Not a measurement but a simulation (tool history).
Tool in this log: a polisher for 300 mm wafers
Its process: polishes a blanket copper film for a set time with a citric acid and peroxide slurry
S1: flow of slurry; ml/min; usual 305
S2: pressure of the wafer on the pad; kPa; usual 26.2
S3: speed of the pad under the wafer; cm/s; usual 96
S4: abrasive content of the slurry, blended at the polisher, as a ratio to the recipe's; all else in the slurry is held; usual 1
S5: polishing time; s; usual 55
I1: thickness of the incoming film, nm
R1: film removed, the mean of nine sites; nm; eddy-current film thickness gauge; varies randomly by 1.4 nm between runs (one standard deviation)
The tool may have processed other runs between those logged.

run   hour   S1    S2   S3   S4  S5     I1     R1
  1      0  305  26.2   96    1  55  768.8    116
  2   12.8  305  26.2   96    1  55  779.2  116.6
  3   20.7  305  26.2   96    1  55  767.8  116.6
  4   31.1  275  26.2   96    1  55    760    115
  5     46  275  26.2   96    1  55  765.8  117.1
      75.1  -- worn pad replaced by a new one
  6   80.2  275  26.2   96    1  55  767.4  113.3
        85  -- head pressure recalibrated
      88.8  -- slurry blender recalibrated
  7   94.3  305  22.8   96    1  55  767.8  114.4
  8    109  260    31  120    1  55  765.8  182.5
       120  -- slurry nozzle cleaned
  9  124.6  360  35.2   78    1  44  768.5  120.8
 10  138.7  260    31  120    1  55    777  183.9
 11  148.9  305  22.8   84  0.8  55  770.6  102.7
 12  162.4  305  26.2   96  1.3  55  765.3  135.2
 13  169.5  305  26.2   76    1  71  780.3  143.1
     180.6  -- worn pad replaced by a new one
 14  187.2  305  26.2  116    1  55  771.1  151.4

Forecast each of these 4 alternatives for the next run:
  A  187.6  305  33.1  96   1  55  755.1   ?
  B  187.6  305  33.8  96   1  55  755.1   ?
  C  187.6  255    29  96   1  67  755.1   ?
  D  187.6  305  21.4  96   1  43  755.1   ?

run     R1
  A  163.3
  B  166.6
  C  171.8
  D   83.1
Take away the tool's hidden state, keep each run's random variation, and the runs would have read:
run     R1
  A  163.3
  B  166.7
  C  171.9
  D   83.2

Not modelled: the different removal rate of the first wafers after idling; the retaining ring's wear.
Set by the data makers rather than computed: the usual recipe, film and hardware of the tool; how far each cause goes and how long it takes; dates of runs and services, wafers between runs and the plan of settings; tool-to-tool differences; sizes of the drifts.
